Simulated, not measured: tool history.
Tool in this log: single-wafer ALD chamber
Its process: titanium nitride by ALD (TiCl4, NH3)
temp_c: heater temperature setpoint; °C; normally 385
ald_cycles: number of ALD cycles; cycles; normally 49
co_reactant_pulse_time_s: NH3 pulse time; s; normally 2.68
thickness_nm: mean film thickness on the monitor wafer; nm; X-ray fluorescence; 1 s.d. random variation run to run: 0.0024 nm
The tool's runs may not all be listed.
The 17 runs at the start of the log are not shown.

run    hour  temp_c  ald_cycles  co_reactant_pulse_time_s  read-back reference wafer on the same gauge, thickness_nm  thickness_nm
 18  1075.2     385          49                      2.68                                                      0.919         0.956
 19  1103.2     385          49                      2.68                                                      0.919         0.955
     1131.1  -- showerhead replaced
 20  1147.7     385          49                      2.68                                                      0.919         0.954
 21  1189.1     385          40                      2.68                                                      0.919         0.775
 22  1259.6     385          49                      2.68                                                      0.919         0.956
     1287.7  -- thermocouple changed; heater temperature recalibrated
 23  1288.2     395          49                      2.68                                                      0.919         0.958
 24  1319.6     385          49                      2.68                                                      0.919         0.954
 25  1351.2     375          55                      2.08                                                      0.919         1.043
 26  1400.3     385          49                      2.68                                                      0.919         0.956
 27  1428.9     385          41                      2.68                                                      0.919         0.801
 28  1473.6     385          49                      2.68                                                       0.92         0.956
 29  1517.5     396          59                      2.68                                                       0.92         1.158
 30  1680.7     399          55                      3.44                                                       0.92         1.096
 31  1739.5     378          58                      1.96                                                       0.92         1.104
 32    1803     385          49                      1.64                                                       0.92         0.922
 33  1846.1     394          49                      2.68                                                      0.921         0.965
 34  1892.1     377          58                      2.68                                                      0.921         1.124
 35  1954.8     399          42                      3.13                                                      0.921         0.831
 36  1980.1     385          49                      2.68                                                      0.921          0.96
 37  2018.1     385          49                      2.68                                                      0.922         0.958
 38  2069.5     395          49                      2.68                                                      0.921         0.964
 39  2103.1     377          43                      3.02                                                      0.922         0.837
 40  2146.1     375          42                      3.25                                                      0.922         0.827

Here are 4 independent what-if runs from the current tool condition. What would each one return?
  A  2146.6     373          49                      2.68                                                          ?             ?
  B  2146.6     385          46                       3.5                                                          ?             ?
  C  2146.6     378          49                      3.37                                                          ?             ?
  D  2146.6     373          55                      1.77                                                          ?             ?

run  read-back reference wafer on the same gauge, thickness_nm  thickness_nm
  A                                                      0.922         0.949
  B                                                      0.922         0.911
  C                                                      0.922         0.966
  D                                                      0.922         1.029
With the hidden condition removed and each run's random variation left untouched, the same runs would have given:
run  thickness_nm
  A         0.946
  B         0.908
  C         0.963
  D         1.026

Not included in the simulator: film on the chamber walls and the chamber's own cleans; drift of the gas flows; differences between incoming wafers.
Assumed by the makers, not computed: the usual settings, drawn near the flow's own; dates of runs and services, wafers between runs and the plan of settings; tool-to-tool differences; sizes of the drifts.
